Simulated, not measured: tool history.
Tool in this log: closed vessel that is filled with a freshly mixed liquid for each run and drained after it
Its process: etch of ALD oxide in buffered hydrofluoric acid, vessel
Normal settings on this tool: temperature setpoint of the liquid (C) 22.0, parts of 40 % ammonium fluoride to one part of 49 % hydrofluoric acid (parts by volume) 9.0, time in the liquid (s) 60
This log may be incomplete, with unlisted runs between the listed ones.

run	hour	temperature setpoint of the liquid (C)	parts of 40 % ammonium fluoride to one part of 49 % hydrofluoric acid (parts by volume)	time in the liquid (s)	read-back film thickness of the ALD oxide reference wafer, read on the same gauge (nm)	thickness taken off the ALD oxide on a monitor wafer (Å)
1	0.0	22.0	9.0	90	79.97	2096.2
2	55.2	22.0	9.0	90	80.01	2125.0
3	97.3	22.0	7.0	60	79.99	1859.3
4	200.1	22.0	7.0	60	79.97	1877.0
5	250.7	22.0	7.0	60	79.99	1886.6
# hour 288.6: hydrofluoric acid flow meter replaced
6	296.0	22.0	9.0	60	79.99	1336.6
7	356.4	22.0	9.0	80	79.98	1827.7
8	462.0	22.0	9.0	80	79.97	1837.9
9	537.8	22.0	9.0	75	80.00	1771.5
10	599.2	22.0	9.0	75	79.98	1777.5
11	670.4	19.0	9.0	60	80.02	1207.0
12	723.9	19.0	9.0	60	79.99	1209.2
13	790.3	22.0	9.0	60	80.01	1442.4
14	834.7	22.0	9.0	60	80.05	1433.1
15	905.5	18.5	9.0	60	79.98	1204.6
# hour 962.5: hydrofluoric acid flow meter replaced
16	963.0	17.5	8.0	30	79.98	583.2
17	1002.3	20.0	9.0	60	79.99	1217.7
18	1083.3	22.0	9.0	60	79.98	1390.3
# hour 1087.6: gauge calibrated
19	1188.1	22.0	10.0	60	80.01	1296.3
20	1269.5	18.5	11.5	85	79.98	1328.9
# hour 1328.5: thermometer replaced
21	1363.4	20.5	8.0	80	79.99	1997.3
22	1436.1	22.0	8.0	60	79.97	1640.4
23	1496.0	26.5	11.5	35	80.00	874.9
24	1548.9	26.5	5.5	80	80.00	3955.3
# hour 1592.0: hydrofluoric acid flow meter replaced
25	1619.9	20.5	9.0	60	79.99	1263.0
26	1685.7	22.0	9.0	60	79.99	1374.8
27	1772.0	24.5	7.5	80	80.02	2559.3
28	1873.7	18.5	11.5	50	79.98	792.1
29	1921.9	18.5	9.0	30	80.01	582.2
# hour 2172.5: hydrofluoric acid flow meter replaced
30	2191.4	20.5	12.0	60	80.04	975.1
31	2244.5	17.0	5.5	95	80.00	2612.3
32	2308.0	22.0	6.0	75	79.99	2549.7
33	2398.3	18.5	9.0	30	80.03	571.2
34	2481.3	19.5	12.0	45	80.04	716.0

Give the tool's hidden conditions for every run:
liquid colder than its thermometer reads (K): 0 across all the runs
gauge reads high (%): 0 across all the runs
H1: hydrofluoric acid flow above the setpoint (%)
run	H1
1	4.48
2	5.27
3	5.87
4	7.33
5	8.05
6	0.234
7	1.09
8	2.6
9	3.68
10	4.55
11	5.57
12	6.33
13	7.27
14	7.91
15	8.92
16	0.28
17	0.84
18	1.99
19	3.49
20	4.65
21	5.98
22	7.02
23	7.87
24	8.63
25	1.06
26	2
27	3.23
28	4.67
29	5.36
30	1.12
31	1.88
32	2.78
33	4.07
34	5.25
